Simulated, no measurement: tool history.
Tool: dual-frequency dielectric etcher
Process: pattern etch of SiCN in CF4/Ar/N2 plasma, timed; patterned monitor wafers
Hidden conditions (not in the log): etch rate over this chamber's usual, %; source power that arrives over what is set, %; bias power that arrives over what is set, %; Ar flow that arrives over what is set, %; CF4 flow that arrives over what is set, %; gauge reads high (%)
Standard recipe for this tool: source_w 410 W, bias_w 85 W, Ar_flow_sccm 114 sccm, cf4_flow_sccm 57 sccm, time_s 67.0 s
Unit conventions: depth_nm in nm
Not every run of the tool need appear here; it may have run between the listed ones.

| run | hour | source_w | bias_w | Ar_flow_sccm | cf4_flow_sccm | time_s | wafers since the last listed run | hours since the last wet clean | hours since the last source power generator calibration | hours since the last bias power generator calibration | hours since the last Ar flow controller change | hours since the last CF4 flow controller change | hours since the last upper electrode change | hours since the gauge calibration | read-back reference wafer on the same gauge, depth_nm | depth_nm |
|---|---|---|---|---|---|---|---|---|---|---|---|---|---|---|---|---|
| 1 | 0.0 | 410 | 85 | 114 | 57 | 56.5 | 0 | 492.4 | 1636.4 | 4430.8 | 759.9 | 1346.4 | 3906.4 | 1736.5 | 51.6 | 42.8 |
|  | 55.8 | wet clean of the chamber |
| 2 | 251.1 | 410 | 85 | 114 | 57 | 67.0 | 3338 | 195.3 | 1887.5 | 4681.9 | 1011.0 | 1597.5 | 4157.5 | 1987.6 | 51.4 | 51.1 |
|  | 275.2 | upper electrode replaced |
| 3 | 472.6 | 410 | 85 | 114 | 57 | 67.0 | 2903 | 416.8 | 2109.0 | 4903.4 | 1232.5 | 1819.0 | 197.4 | 2209.1 | 51.3 | 50.8 |
| 4 | 530.0 | 410 | 85 | 114 | 57 | 67.0 | 843 | 474.2 | 2166.4 | 4960.8 | 1289.9 | 1876.4 | 254.8 | 2266.5 | 51.3 | 50.6 |
|  | 572.8 | wet clean of the chamber |
| 5 | 576.7 | 410 | 85 | 114 | 57 | 67.0 | 333 | 3.9 | 2213.1 | 5007.5 | 1336.6 | 1923.1 | 301.5 | 2313.2 | 51.2 | 50.9 |
|  | 674.2 | bias power generator calibrated |
| 6 | 687.3 | 410 | 91 | 93 | 66 | 67.0 | 1567 | 114.5 | 2323.7 | 13.1 | 1447.2 | 2033.7 | 412.1 | 2423.8 | 51.2 | 54.0 |
| 7 | 781.2 | 410 | 85 | 114 | 57 | 67.0 | 1380 | 208.4 | 2417.6 | 107.0 | 1541.1 | 2127.6 | 506.0 | 2517.7 | 51.1 | 50.8 |
|  | 797.8 | gauge calibrated |
| 8 | 855.2 | 410 | 73 | 114 | 57 | 67.0 | 1087 | 282.4 | 2491.6 | 181.0 | 1615.1 | 2201.6 | 580.0 | 57.4 | 51.9 | 49.3 |
|  | 863.4 | source power generator calibrated |
|  | 885.1 | Ar flow controller replaced |
| 9 | 909.8 | 470 | 105 | 114 | 47 | 80.0 | 655 | 337.0 | 46.4 | 235.6 | 24.7 | 2256.2 | 634.6 | 112.0 | 51.9 | 69.2 |
|  | 953.4 | CF4 flow controller replaced |
| 10 | 976.8 | 500 | 68 | 114 | 61 | 67.0 | 896 | 404.0 | 113.4 | 302.6 | 91.7 | 23.4 | 701.6 | 179.0 | 51.9 | 55.9 |
| 11 | 1065.7 | 410 | 85 | 114 | 70 | 67.0 | 1306 | 492.9 | 202.3 | 391.5 | 180.6 | 112.3 | 790.5 | 267.9 | 51.9 | 53.6 |
| 12 | 1115.3 | 410 | 85 | 114 | 57 | 67.0 | 729 | 542.5 | 251.9 | 441.1 | 230.2 | 161.9 | 840.1 | 317.5 | 51.9 | 51.4 |
|  | 1153.6 | wet clean of the chamber |
| 13 | 1194.8 | 450 | 71 | 139 | 65 | 67.0 | 815 | 41.2 | 331.4 | 520.6 | 309.7 | 241.4 | 919.6 | 397.0 | 51.9 | 52.6 |
| 14 | 1279.9 | 500 | 72 | 125 | 65 | 67.0 | 1251 | 126.3 | 416.5 | 605.7 | 394.8 | 326.5 | 1004.7 | 482.1 | 51.9 | 57.1 |
| 15 | 1374.3 | 410 | 68 | 98 | 52 | 67.0 | 1387 | 220.7 | 510.9 | 700.1 | 489.2 | 420.9 | 1099.1 | 576.5 | 51.9 | 47.5 |
| 16 | 1480.9 | 370 | 64 | 135 | 57 | 67.0 | 1567 | 327.3 | 617.5 | 806.7 | 595.8 | 527.5 | 1205.7 | 683.1 | 51.8 | 43.5 |

What does the tool deliver on the next run?
| 17 | 1568.0 | 450 | 85 | 114 | 48 | 67.0 | 1280 | 414.4 | 704.6 | 893.8 | 682.9 | 614.6 | 1292.8 | 770.2 | ? | ? |

Logged for run 17: read-back reference wafer on the same gauge, depth_nm 51.8, depth_nm 52.5 nm.
Were there no unlogged condition in the tool, this run, its random variation unchanged, would have produced depth_nm 52.9 nm.
